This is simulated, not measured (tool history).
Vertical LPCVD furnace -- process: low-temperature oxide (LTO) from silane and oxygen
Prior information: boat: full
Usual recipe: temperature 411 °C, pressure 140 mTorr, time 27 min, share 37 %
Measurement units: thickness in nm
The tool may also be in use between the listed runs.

| run | hour | temperature | pressure | time | share | wafers since the last listed run | hours since the last temperature calibration | hours since the pressure gauge was zeroed | hours since the silane flow controller was replaced | hours since the gauge calibration | read-back reference wafer on the same gauge, thickness | thickness |
|---|---|---|---|---|---|---|---|---|---|---|---|---|
| 1 | 0 | 403 | 140 | 27 | 37 | 0 | 1129.4 | 3061.3 | 1966.1 | 521.7 | 182.13 | 141.34 |
| 2 | 62.5 | 403 | 140 | 27 | 37 | 850 | 1191.9 | 3123.8 | 2028.6 | 584.2 | 182.08 | 142.25 |
| 3 | 155.9 | 411 | 140 | 27 | 37 | 1270 | 1285.3 | 3217.2 | 2122 | 677.6 | 182.03 | 154.86 |
| 4 | 216.9 | 411 | 140 | 27 | 37 | 829 | 1346.3 | 3278.2 | 2183 | 738.6 | 182.06 | 155.61 |
| 5 | 295.6 | 411 | 140 | 27 | 37 | 1070 | 1425 | 3356.9 | 2261.7 | 817.3 | 181.97 | 154.88 |
| 6 | 372.2 | 411 | 140 | 27 | 37 | 1042 | 1501.6 | 3433.5 | 2338.3 | 893.9 | 182.01 | 155.46 |
| 7 | 430.7 | 411 | 140 | 27 | 37 | 795 | 1560.1 | 3492 | 2396.8 | 952.4 | 182.12 | 155.43 |
| 8 | 517 | 411 | 140 | 33 | 37 | 1174 | 1646.4 | 3578.3 | 2483.1 | 1038.7 | 181.92 | 190.39 |
| 9 | 613.7 | 411 | 140 | 33 | 37 | 1315 | 1743.1 | 3675 | 2579.8 | 1135.4 | 182.07 | 190.72 |
| 10 | 794 | 411 | 140 | 33 | 37 | 2453 | 1923.4 | 3855.3 | 2760.1 | 1315.7 | 181.99 | 191.84 |
| 11 | 900 | 411 | 140 | 27 | 37 | 1442 | 2029.4 | 3961.3 | 2866.1 | 1421.7 | 182.05 | 156.39 |
| 12 | 981.7 | 411 | 140 | 27 | 37 | 1111 | 2111.1 | 4043 | 2947.8 | 1503.4 | 182.03 | 156.4 |
| 13 | 1042.4 | 411 | 140 | 27 | 37 | 825 | 2171.8 | 4103.7 | 3008.5 | 1564.1 | 181.94 | 156.31 |

For run 14, what comes out?
| 14 | 1092.5 | 415 | 140 | 27 | 37 | 681 | 2221.9 | 4153.8 | 3058.6 | 1614.2 | ? | ? |

For run 14 the tool returned read-back reference wafer on the same gauge, thickness 182.04, thickness 163.54 nm.
Had the tool carried no hidden state, the very same run would have given thickness 158.89 nm.
